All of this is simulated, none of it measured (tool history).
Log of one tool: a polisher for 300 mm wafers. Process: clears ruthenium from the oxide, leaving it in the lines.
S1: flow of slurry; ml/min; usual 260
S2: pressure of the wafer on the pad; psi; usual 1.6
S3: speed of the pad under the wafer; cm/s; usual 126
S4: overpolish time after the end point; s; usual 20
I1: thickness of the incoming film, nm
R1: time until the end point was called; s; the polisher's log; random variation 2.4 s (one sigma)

run   hour   S1   S2   S3  S4     I1     R1
  1    0.0  260  1.6  126  20  191.2  176.3
  2   13.1  260  1.6  126  20  191.2  177.0
  3   33.2  260  1.6  126  20  193.0  185.4
  4   47.5  260  1.6  126  13  189.5  184.8
      56.8  -- worn pad replaced by a new one
  5   78.9  260  1.6  106  20  193.1  190.7
  6  110.0  260  1.6  126  20  193.2  165.7
  7  134.6  190  1.4  126  20  189.4  185.5
  8  160.1  190  1.4  126  20  191.9  189.1
  9  188.4  190  1.4  126  20  187.3  182.0
 10  210.1  260  1.6  126  14  188.5  164.6
 11  239.4  260  1.6  116  20  190.8  181.0
 12  272.6  260  1.6  126  20  186.3  169.3
 13  287.8  260  1.6  126  28  191.3  174.5
 14  313.0  260  1.6  126  28  192.1  171.6
 15  346.0  260  1.6  126  28  193.5  177.9
     358.7  -- worn pad replaced by a new one
 16  377.0  260  1.6  126  20  188.6  154.9
 17  399.4  260  1.6  126  20  189.2  151.7
     480.1  -- head pressure recalibrated
 18  499.5  190  1.6  126  20  189.7  180.5
 19  520.7  260  2.1  126  20  189.4  144.8
     529.2  -- slurry nozzle cleaned
 20  549.5  220  2.0  126  20  188.4  153.5
 21  582.5  260  1.6  126  28  192.9  184.2

Run 22 comes next. What will it give?
 22  596.8  190  2.2  148  11  190.2   ?

Run 22 gave R1 128.1 s.
Without the tool's hidden state the same run would have given R1 112.3 s.
